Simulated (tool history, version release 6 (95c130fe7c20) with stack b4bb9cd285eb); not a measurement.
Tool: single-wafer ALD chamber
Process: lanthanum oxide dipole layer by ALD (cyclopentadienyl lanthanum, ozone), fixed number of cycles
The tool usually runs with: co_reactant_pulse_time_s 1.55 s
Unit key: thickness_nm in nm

run    hour  co_reactant_pulse_time_s  read-back reference wafer on the same gauge, thickness_nm  thickness_nm
  1       0                      1.55                                                      0.487         0.561
  2    61.9                      1.55                                                      0.486         0.557
  3    94.2                      1.55                                                      0.486          0.56
  4   133.9                      1.35                                                      0.486         0.534
  5   181.6                      1.35                                                      0.486         0.533
  6   245.5                      1.35                                                      0.486         0.528
  7   274.4                      1.55                                                      0.486         0.552
  8   319.8                      1.55                                                      0.486          0.55
  9   370.1                      1.95                                                      0.486         0.575
 10   419.3                      1.95                                                      0.486         0.575
      443.8  -- showerhead replaced
 11   461.9                      1.19                                                      0.486         0.489
 12   495.1                      1.19                                                      0.486         0.489
 13   535.9                      1.19                                                      0.486         0.489
 14   589.7                      1.93                                                      0.486         0.572
 15     620                      1.93                                                      0.486         0.573
      623.7  -- gauge calibrated
      670.4  -- thermocouple changed; heater temperature recalibrated
 16   672.6                      1.55                                                      0.486         0.547
 17   735.4                       1.1                                                      0.485          0.46
 18     782                      1.17                                                      0.486         0.479
 19   815.7                      1.94                                                      0.486         0.573
 20   846.6                      1.95                                                      0.486         0.571
 21   872.8                      1.55                                                      0.486         0.545
 22   898.5                      2.02                                                      0.486         0.577
 23   928.9                      1.36                                                      0.486         0.519
 24   999.1                      1.55                                                      0.486         0.542
     1020.9  -- ozone generator serviced
 25  1176.3                      2.15                                                      0.486         0.582
 26  1214.8                      1.55                                                      0.487         0.554
 27  1254.3                      1.18                                                      0.486         0.496
 28  1293.1                      1.96                                                      0.486         0.578
 29  1319.3                      1.91                                                      0.486         0.575
 30  1361.8                         1                                                      0.486         0.434
 31  1408.7                      1.04                                                      0.486         0.449
 32  1464.5                      0.96                                                      0.486         0.415
 33  1533.5                      1.21                                                      0.486         0.494
 34  1572.2                      1.06                                                      0.486         0.449
 35  1640.7                      1.75                                                      0.486         0.565

Branching from run 35: 3 alternative next runs. What would each branch give?
  A  1641.1                      1.32                                                          ?             ?
  B  1641.1                      1.25                                                          ?             ?
  C  1641.1                      2.13                                                          ?             ?

run  read-back reference wafer on the same gauge, thickness_nm  thickness_nm
  A                                                      0.486         0.515
  B                                                      0.486         0.501
  C                                                      0.486         0.581
The same runs, with their run-to-run variation unchanged, on a tool lacking any hidden condition would have given:
run  thickness_nm
  A          0.54
  B         0.528
  C         0.586
